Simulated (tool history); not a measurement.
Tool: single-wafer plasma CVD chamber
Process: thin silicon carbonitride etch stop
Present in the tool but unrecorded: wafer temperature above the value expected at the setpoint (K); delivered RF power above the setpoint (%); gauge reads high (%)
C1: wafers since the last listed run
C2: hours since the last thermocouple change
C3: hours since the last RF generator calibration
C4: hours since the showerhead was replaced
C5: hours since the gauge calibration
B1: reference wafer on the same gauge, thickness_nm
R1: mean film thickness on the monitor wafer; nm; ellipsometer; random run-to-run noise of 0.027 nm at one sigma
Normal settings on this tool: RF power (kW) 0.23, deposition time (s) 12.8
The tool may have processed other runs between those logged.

{"run": 1, "hour": 0.0, "RF power (kW)": 0.23, "deposition time (s)": 12.8, "C1": 0, "C2": 404, "C3": 1535.4, "C4": 1124.4, "C5": 1408.4, "B1": 9.091, "R1": 8.794}
{"run": 2, "hour": 80.2, "RF power (kW)": 0.23, "deposition time (s)": 12.8, "C1": 1576, "C2": 484.2, "C3": 1615.6, "C4": 1204.6, "C5": 1488.6, "B1": 9.089, "R1": 8.712}
{"run": 3, "hour": 164.2, "RF power (kW)": 0.23, "deposition time (s)": 12.8, "C1": 1650, "C2": 568.2, "C3": 1699.6, "C4": 1288.6, "C5": 1572.6, "B1": 9.1, "R1": 8.742}
{"run": 4, "hour": 200.5, "RF power (kW)": 0.23, "deposition time (s)": 12.8, "C1": 713, "C2": 604.5, "C3": 1735.9, "C4": 1324.9, "C5": 1608.9, "B1": 9.089, "R1": 8.737}
{"hour": 300.0, "done": "RF generator calibrated"}
{"run": 5, "hour": 307.2, "RF power (kW)": 0.23, "deposition time (s)": 12.8, "C1": 1939, "C2": 711.2, "C3": 7.2, "C4": 1431.6, "C5": 1715.6, "B1": 9.1, "R1": 8.788}
{"run": 6, "hour": 401.2, "RF power (kW)": 0.23, "deposition time (s)": 12.8, "C1": 1847, "C2": 805.2, "C3": 101.2, "C4": 1525.6, "C5": 1809.6, "B1": 9.099, "R1": 8.783}
{"run": 7, "hour": 471.4, "RF power (kW)": 0.23, "deposition time (s)": 12.8, "C1": 1379, "C2": 875.4, "C3": 171.4, "C4": 1595.8, "C5": 1879.8, "B1": 9.096, "R1": 8.792}
{"run": 8, "hour": 518.5, "RF power (kW)": 0.23, "deposition time (s)": 12.8, "C1": 925, "C2": 922.5, "C3": 218.5, "C4": 1642.9, "C5": 1926.9, "B1": 9.093, "R1": 8.774}
{"run": 9, "hour": 741.9, "RF power (kW)": 0.23, "deposition time (s)": 12.8, "C1": 4390, "C2": 1145.9, "C3": 441.9, "C4": 1866.3, "C5": 2150.3, "B1": 9.101, "R1": 8.778}
{"hour": 778.1, "done": "thermocouple changed; heater temperature recalibrated"}
{"run": 10, "hour": 804.6, "RF power (kW)": 0.23, "deposition time (s)": 12.8, "C1": 1075, "C2": 26.5, "C3": 504.6, "C4": 1929, "C5": 2213, "B1": 9.089, "R1": 8.783}
{"run": 11, "hour": 842.8, "RF power (kW)": 0.23, "deposition time (s)": 12.8, "C1": 750, "C2": 64.7, "C3": 542.8, "C4": 1967.2, "C5": 2251.2, "B1": 9.092, "R1": 8.765}
{"run": 12, "hour": 888.8, "RF power (kW)": 0.23, "deposition time (s)": 12.8, "C1": 904, "C2": 110.7, "C3": 588.8, "C4": 2013.2, "C5": 2297.2, "B1": 9.082, "R1": 8.799}
{"run": 13, "hour": 942.4, "RF power (kW)": 0.23, "deposition time (s)": 13.8, "C1": 1053, "C2": 164.3, "C3": 642.4, "C4": 2066.8, "C5": 2350.8, "B1": 9.094, "R1": 9.417}
{"run": 14, "hour": 998.5, "RF power (kW)": 0.23, "deposition time (s)": 13.8, "C1": 1102, "C2": 220.4, "C3": 698.5, "C4": 2122.9, "C5": 2406.9, "B1": 9.094, "R1": 9.481}
{"run": 15, "hour": 1080.4, "RF power (kW)": 0.23, "deposition time (s)": 13.8, "C1": 1609, "C2": 302.3, "C3": 780.4, "C4": 2204.8, "C5": 2488.8, "B1": 9.081, "R1": 9.457}
{"run": 16, "hour": 1152.7, "RF power (kW)": 0.23, "deposition time (s)": 12.8, "C1": 1420, "C2": 374.6, "C3": 852.7, "C4": 2277.1, "C5": 2561.1, "B1": 9.1, "R1": 8.787}
{"run": 17, "hour": 1257.8, "RF power (kW)": 0.26, "deposition time (s)": 15.2, "C1": 2065, "C2": 479.7, "C3": 957.8, "C4": 2382.2, "C5": 2666.2, "B1": 9.084, "R1": 10.782}
{"run": 18, "hour": 1310.0, "RF power (kW)": 0.275, "deposition time (s)": 12.8, "C1": 1025, "C2": 531.9, "C3": 1010, "C4": 2434.4, "C5": 2718.4, "B1": 9.107, "R1": 9.198}
{"run": 19, "hour": 1404.4, "RF power (kW)": 0.21, "deposition time (s)": 15.3, "C1": 1855, "C2": 626.3, "C3": 1104.4, "C4": 2528.8, "C5": 2812.8, "B1": 9.091, "R1": 10.226}
{"run": 20, "hour": 1442.3, "RF power (kW)": 0.19, "deposition time (s)": 12, "C1": 744, "C2": 664.2, "C3": 1142.3, "C4": 2566.7, "C5": 2850.7, "B1": 9.102, "R1": 7.799}
{"run": 21, "hour": 1550.0, "RF power (kW)": 0.2, "deposition time (s)": 12.8, "C1": 2116, "C2": 771.9, "C3": 1250, "C4": 2674.4, "C5": 2958.4, "B1": 9.092, "R1": 8.44}
{"hour": 1580.5, "done": "gauge calibrated"}
{"hour": 1628.1, "done": "showerhead replaced"}
{"run": 22, "hour": 1634.7, "RF power (kW)": 0.25, "deposition time (s)": 13.8, "C1": 1507, "C2": 856.6, "C3": 1334.7, "C4": 6.6, "C5": 54.2, "B1": 9.1, "R1": 9.687}
{"run": 23, "hour": 1727.1, "RF power (kW)": 0.24, "deposition time (s)": 15, "C1": 1815, "C2": 949, "C3": 1427.1, "C4": 99, "C5": 146.6, "B1": 9.094, "R1": 10.389}
{"run": 24, "hour": 1789.6, "RF power (kW)": 0.185, "deposition time (s)": 14.7, "C1": 1228, "C2": 1011.5, "C3": 1489.6, "C4": 161.5, "C5": 209.1, "B1": 9.087, "R1": 9.476}
{"run": 25, "hour": 1869.4, "RF power (kW)": 0.265, "deposition time (s)": 10.9, "C1": 1568, "C2": 1091.3, "C3": 1569.4, "C4": 241.3, "C5": 288.9, "B1": 9.088, "R1": 7.748}
{"hour": 1928.1, "done": "thermocouple changed; heater temperature recalibrated"}
{"run": 26, "hour": 1957.4, "RF power (kW)": 0.26, "deposition time (s)": 11.2, "C1": 1572, "C2": 29.3, "C3": 1657.4, "C4": 329.3, "C5": 376.9, "B1": 9.085, "R1": 7.951}
{"hour": 1980.9, "done": "RF generator calibrated"}
{"run": 27, "hour": 2016.9, "RF power (kW)": 0.23, "deposition time (s)": 13.8, "C1": 1012, "C2": 88.8, "C3": 36, "C4": 388.8, "C5": 436.4, "B1": 9.088, "R1": 9.423}
{"run": 28, "hour": 2104.6, "RF power (kW)": 0.23, "deposition time (s)": 12.8, "C1": 1723, "C2": 176.5, "C3": 123.7, "C4": 476.5, "C5": 524.1, "B1": 9.082, "R1": 8.758}
{"run": 29, "hour": 2207.5, "RF power (kW)": 0.21, "deposition time (s)": 12.8, "C1": 2022, "C2": 279.4, "C3": 226.6, "C4": 579.4, "C5": 627, "B1": 9.084, "R1": 8.588}
{"run": 30, "hour": 2306.6, "RF power (kW)": 0.21, "deposition time (s)": 10.5, "C1": 1947, "C2": 378.5, "C3": 325.7, "C4": 678.5, "C5": 726.1, "B1": 9.091, "R1": 7.006}
{"run": 31, "hour": 2400.9, "RF power (kW)": 0.23, "deposition time (s)": 12.8, "C1": 1853, "C2": 472.8, "C3": 420, "C4": 772.8, "C5": 820.4, "B1": 9.092, "R1": 8.766}
{"run": 32, "hour": 2452.8, "RF power (kW)": 0.275, "deposition time (s)": 11, "C1": 1020, "C2": 524.7, "C3": 471.9, "C4": 824.7, "C5": 872.3, "B1": 9.085, "R1": 7.941}
{"run": 33, "hour": 2533.8, "RF power (kW)": 0.19, "deposition time (s)": 11.6, "C1": 1591, "C2": 605.7, "C3": 552.9, "C4": 905.7, "C5": 953.3, "B1": 9.105, "R1": 7.534}

Consider 5 possible next runs. They are alternatives, not a sequence: every one starts from the tool as it was left by run 33. What does each give?
{"run": "A", "hour": 2534.2, "RF power (kW)": 0.23, "deposition time (s)": 12.8, "C1": 7, "C2": 606.1, "C3": 553.3, "C4": 906.1, "C5": 953.7, "B1": "?", "R1": "?"}
{"run": "B", "hour": 2534.2, "RF power (kW)": 0.27, "deposition time (s)": 10.8, "C1": 7, "C2": 606.1, "C3": 553.3, "C4": 906.1, "C5": 953.7, "B1": "?", "R1": "?"}
{"run": "C", "hour": 2534.2, "RF power (kW)": 0.23, "deposition time (s)": 10.8, "C1": 7, "C2": 606.1, "C3": 553.3, "C4": 906.1, "C5": 953.7, "B1": "?", "R1": "?"}
{"run": "D", "hour": 2534.2, "RF power (kW)": 0.27, "deposition time (s)": 13.9, "C1": 7, "C2": 606.1, "C3": 553.3, "C4": 906.1, "C5": 953.7, "B1": "?", "R1": "?"}
{"run": "E", "hour": 2534.2, "RF power (kW)": 0.2, "deposition time (s)": 15.1, "C1": 7, "C2": 606.1, "C3": 553.3, "C4": 906.1, "C5": 953.7, "B1": "?", "R1": "?"}

run=A B1=9.094 R1=8.805
run=B B1=9.094 R1=7.779
run=C B1=9.094 R1=7.429
run=D B1=9.094 R1=10.012
run=E B1=9.094 R1=9.982
Without the tool's unlogged condition, the same runs would have read:
run=A R1=8.805
run=B R1=7.779
run=C R1=7.429
run=D R1=10.012
run=E R1=9.982
